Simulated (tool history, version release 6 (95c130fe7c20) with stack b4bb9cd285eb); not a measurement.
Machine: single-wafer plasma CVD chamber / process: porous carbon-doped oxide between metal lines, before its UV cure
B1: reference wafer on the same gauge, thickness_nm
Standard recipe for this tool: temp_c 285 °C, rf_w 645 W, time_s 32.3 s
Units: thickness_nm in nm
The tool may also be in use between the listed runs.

run 1 hour=0 | temp_c=285 rf_w=645 time_s=28.1 | B1=220.587 | thickness_nm=184.824
run 2 hour=32.1 | temp_c=289 rf_w=645 time_s=32.3 | B1=221.188 | thickness_nm=206.6
run 3 hour=57.8 | temp_c=289 rf_w=645 time_s=32.3 | B1=220.811 | thickness_nm=205.344
run 4 hour=89.6 | temp_c=289 rf_w=645 time_s=32.3 | B1=221.009 | thickness_nm=206.279
run 5 hour=110.3 | temp_c=285 rf_w=645 time_s=32.3 | B1=221.015 | thickness_nm=210.593
run 6 hour=127.6 | temp_c=285 rf_w=645 time_s=32.3 | B1=220.596 | thickness_nm=209.968
run 7 hour=147.9 | temp_c=285 rf_w=645 time_s=32.3 | B1=220.847 | thickness_nm=211.206
run 8 hour=160.7 | temp_c=296 rf_w=645 time_s=32.3 | B1=221.105 | thickness_nm=197.532
run 9 hour=188.6 | temp_c=296 rf_w=645 time_s=32.3 | B1=220.953 | thickness_nm=197.655
run 10 hour=207.8 | temp_c=296 rf_w=645 time_s=32.3 | B1=221.009 | thickness_nm=197.061
run 11 hour=239.3 | temp_c=285 rf_w=645 time_s=32.3 | B1=220.774 | thickness_nm=209.751
run 12 hour=271.3 | temp_c=285 rf_w=645 time_s=32.3 | B1=220.964 | thickness_nm=209.647
-- hour=281.7 gauge calibrated
run 13 hour=295.3 | temp_c=285 rf_w=710 time_s=36.5 | B1=221.281 | thickness_nm=244.186
run 14 hour=312.5 | temp_c=285 rf_w=710 time_s=36.5 | B1=220.914 | thickness_nm=243.173
run 15 hour=337.9 | temp_c=285 rf_w=645 time_s=32.3 | B1=220.794 | thickness_nm=208.95
-- hour=378.9 showerhead replaced
run 16 hour=379.4 | temp_c=272 rf_w=725 time_s=37.6 | B1=220.714 | thickness_nm=270.182
run 17 hour=404.9 | temp_c=285 rf_w=645 time_s=32.3 | B1=221.035 | thickness_nm=208.623
-- hour=418.6 RF generator calibrated
run 18 hour=421 | temp_c=291 rf_w=765 time_s=32.3 | B1=220.994 | thickness_nm=214.949
run 19 hour=449.1 | temp_c=285 rf_w=645 time_s=29 | B1=221.301 | thickness_nm=186.603
run 20 hour=483.9 | temp_c=297 rf_w=645 time_s=36 | B1=220.764 | thickness_nm=217.505
-- hour=516.8 thermocouple changed; heater temperature recalibrated
run 21 hour=517.3 | temp_c=280 rf_w=645 time_s=32.3 | B1=221.188 | thickness_nm=221.287
run 22 hour=541.5 | temp_c=285 rf_w=535 time_s=29 | B1=220.978 | thickness_nm=181.26
run 23 hour=556.1 | temp_c=289 rf_w=645 time_s=32.3 | B1=220.824 | thickness_nm=210.455
run 24 hour=588.6 | temp_c=285 rf_w=645 time_s=32.3 | B1=221.096 | thickness_nm=214.069
run 25 hour=601.2 | temp_c=285 rf_w=645 time_s=32.3 | B1=220.886 | thickness_nm=213.337
run 26 hour=616.8 | temp_c=285 rf_w=565 time_s=32.3 | B1=220.988 | thickness_nm=203.882
run 27 hour=647.5 | temp_c=285 rf_w=535 time_s=26 | B1=220.982 | thickness_nm=162.852
run 28 hour=660.3 | temp_c=278 rf_w=760 time_s=37 | B1=221.013 | thickness_nm=273.977
-- hour=673.5 gauge calibrated
run 29 hour=689.3 | temp_c=285 rf_w=765 time_s=28.2 | B1=221.281 | thickness_nm=202.605

The tool's hidden state at each run:
delivered RF power above the setpoint (%): 0 across all the runs
gauge reads high (%): 0 across all the runs
H1: wafer temperature above the value expected at the setpoint (K)
run=1 H1=3.48
run=2 H1=3.67
run=3 H1=3.84
run=4 H1=4.04
run=5 H1=4.18
run=6 H1=4.3
run=7 H1=4.44
run=8 H1=4.53
run=9 H1=4.73
run=10 H1=4.87
run=11 H1=5.11
run=12 H1=5.36
run=13 H1=5.55
run=14 H1=5.68
run=15 H1=5.89
run=16 H1=6.24
run=17 H1=6.46
run=18 H1=6.6
run=19 H1=6.85
run=20 H1=7.17
run=21 H1=0.628
run=22 H1=0.63
run=23 H1=0.633
run=24 H1=0.645
run=25 H1=0.652
run=26 H1=0.661
run=27 H1=0.685
run=28 H1=0.696
run=29 H1=0.727
